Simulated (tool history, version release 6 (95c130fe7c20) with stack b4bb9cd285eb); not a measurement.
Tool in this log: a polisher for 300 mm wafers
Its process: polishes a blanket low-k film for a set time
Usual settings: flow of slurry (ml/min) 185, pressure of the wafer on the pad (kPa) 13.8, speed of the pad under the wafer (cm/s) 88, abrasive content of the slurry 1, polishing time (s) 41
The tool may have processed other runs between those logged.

| run | day | flow of slurry (ml/min) | pressure of the wafer on the pad (kPa) | speed of the pad under the wafer (cm/s) | abrasive content of the slurry | polishing time (s) | incoming thickness of the incoming film, nm | film removed (Å) |
|---|---|---|---|---|---|---|---|---|
| 1 | 0 | 185 | 13.8 | 88 | 1 | 41 | 556.7 | 139 |
|  | 0.683 | slurry nozzle cleaned |
|  | 0.754 | slurry blender recalibrated |
|  | 2.996 | worn pad replaced by a new one |
|  | 6.358 | conditioning disc replaced and pad reconditioned |
| 2 | 6.629 | 185 | 13.8 | 88 | 1 | 41 | 553.4 | 141 |
| 3 | 7.675 | 185 | 13.8 | 88 | 1 | 41 | 559 | 139 |
|  | 8.35 | slurry blender recalibrated |
|  | 10.254 | worn pad replaced by a new one |
| 4 | 10.412 | 185 | 13.8 | 88 | 1 | 41 | 560.9 | 127 |
| 5 | 13.275 | 185 | 13.8 | 88 | 1 | 41 | 553.9 | 124 |
|  | 14.429 | conditioning disc replaced and pad reconditioned |
| 6 | 15.646 | 185 | 13.8 | 88 | 1.25 | 41 | 553.3 | 141 |
|  | 16.425 | slurry blender recalibrated |
|  | 17.954 | worn pad replaced by a new one, repeated, since the last time left the tool worse |
| 7 | 18.496 | 185 | 13.8 | 88 | 1 | 41 | 560.3 | 143 |
| 8 | 21.333 | 185 | 13.8 | 88 | 1 | 41 | 559.9 | 141 |
|  | 21.875 | conditioning disc replaced and pad reconditioned |
| 9 | 22.846 | 185 | 10.3 | 96 | 0.85 | 36 | 556.8 | 91 |
|  | 24.962 | head pressure recalibrated |
| 10 | 25.05 | 185 | 13.8 | 88 | 1 | 41 | 550.2 | 135 |
|  | 25.583 | slurry blender recalibrated |
|  | 26.117 | worn pad replaced by a new one |
|  | 27.7 | slurry nozzle cleaned |
| 11 | 27.925 | 185 | 13.8 | 88 | 1 | 41 | 565.2 | 142 |
|  | 28.412 | conditioning disc replaced and pad reconditioned |
| 12 | 30.308 | 185 | 13.8 | 88 | 1 | 27 | 567.8 | 93 |
| 13 | 31.804 | 185 | 13.8 | 112 | 1 | 41 | 553.1 | 163 |

For run 14, what comes out?
|  | 32.754 | worn pad replaced by a new one |
|  | 33.679 | slurry blender recalibrated |
| 14 | 33.812 | 185 | 13.8 | 88 | 1 | 41 | 553 | ? |

film removed (Å): 143
If the tool had no hidden condition, the same run with the same run-to-run variation would have returned film removed (Å) 144.

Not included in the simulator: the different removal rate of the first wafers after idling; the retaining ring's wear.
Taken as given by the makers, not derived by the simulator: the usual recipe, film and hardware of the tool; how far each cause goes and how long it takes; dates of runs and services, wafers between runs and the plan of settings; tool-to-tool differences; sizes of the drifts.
